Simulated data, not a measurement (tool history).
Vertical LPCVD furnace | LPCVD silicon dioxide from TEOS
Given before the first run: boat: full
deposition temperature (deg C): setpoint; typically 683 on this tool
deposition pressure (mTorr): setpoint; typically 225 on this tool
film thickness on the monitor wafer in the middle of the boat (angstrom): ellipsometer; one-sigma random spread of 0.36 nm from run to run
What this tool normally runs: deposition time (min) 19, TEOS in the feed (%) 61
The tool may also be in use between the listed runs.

run	hour	deposition temperature (deg C)	deposition pressure (mTorr)	deposition time (min)	TEOS in the feed (%)	read-back reference wafer on the same gauge, thickness	film thickness on the monitor wafer in the middle of the boat (angstrom)
1	0	683	225	19	61	79.22	826
2	96.9	683	225	19	61	79.09	828.7
3	133	683	225	19	61	79.05	823.3
4	187.5	683	225	19	61	79	823.8
5	266.2	683	225	19	61	79.11	825.5
6	303.1	683	225	19	61	79.14	832
7	384.4	683	225	19	61	78.91	828
8	489.6	683	225	19	61	79.13	823.6
9	530.6	683	225	19	61	79	826.1
10	697.1	683	225	19	61	79.09	819.7
11	751.1	683	225	19	61	79.12	826.4
12	851.6	683	225	19	54	79.11	776.2
# hour 928.8: pressure gauge zeroed
13	929.3	683	225	19	54	79.11	792.5
14	969.6	683	225	19	61	79.09	840.2
# hour 1014: gauge calibrated
15	1049.7	678	275	25	56	79.23	1047
# hour 1102.7: TEOS flow controller replaced
16	1135.4	683	225	19	52	79.11	778
17	1233.3	683	225	19	61	79.08	839.8
18	1334	683	195	13	55	79.17	509.2
19	1384	683	225	11.5	61	79.09	508.6
# hour 1430.1: thermocouples replaced and temperature profile calibrated
20	1561.6	683	225	19	61	79.06	823.6
21	1630	683	270	19	54	79.02	851.9
22	1735.3	683	275	26	61	79.09	1253.5
23	1806.4	679	190	19	72	79.2	753.1
24	1875.1	683	225	19	66	79.14	864.6
25	1956.3	683	225	19	61	78.96	832.8
26	2045.4	673	180	19	61	79	581.7
27	2082.5	679	205	19	56	79.17	691.9
28	2169.5	683	225	14	64	79.19	625.4
29	2259.5	683	225	12	61	79.14	525
30	2330.9	683	225	19	61	79.11	833.6
31	2381.3	683	280	19	61	79.11	936.9

Forecast each of these 4 alternatives for the next run:
A	2386.5	676	225	19	61	?	?
B	2386.5	683	225	13.5	61	?	?
C	2386.5	671	225	19	61	?	?
D	2386.5	689	190	15.5	50	?	?

run	read-back reference wafer on the same gauge, thickness	film thickness on the monitor wafer in the middle of the boat (angstrom)
A	79.1	701.4
B	79.1	590.5
C	79.1	620.4
D	79.1	649.3
Without the tool's hidden state the same runs would have given:
run	film thickness on the monitor wafer in the middle of the boat (angstrom)
A	695.8
B	586
C	615.3
D	646.3
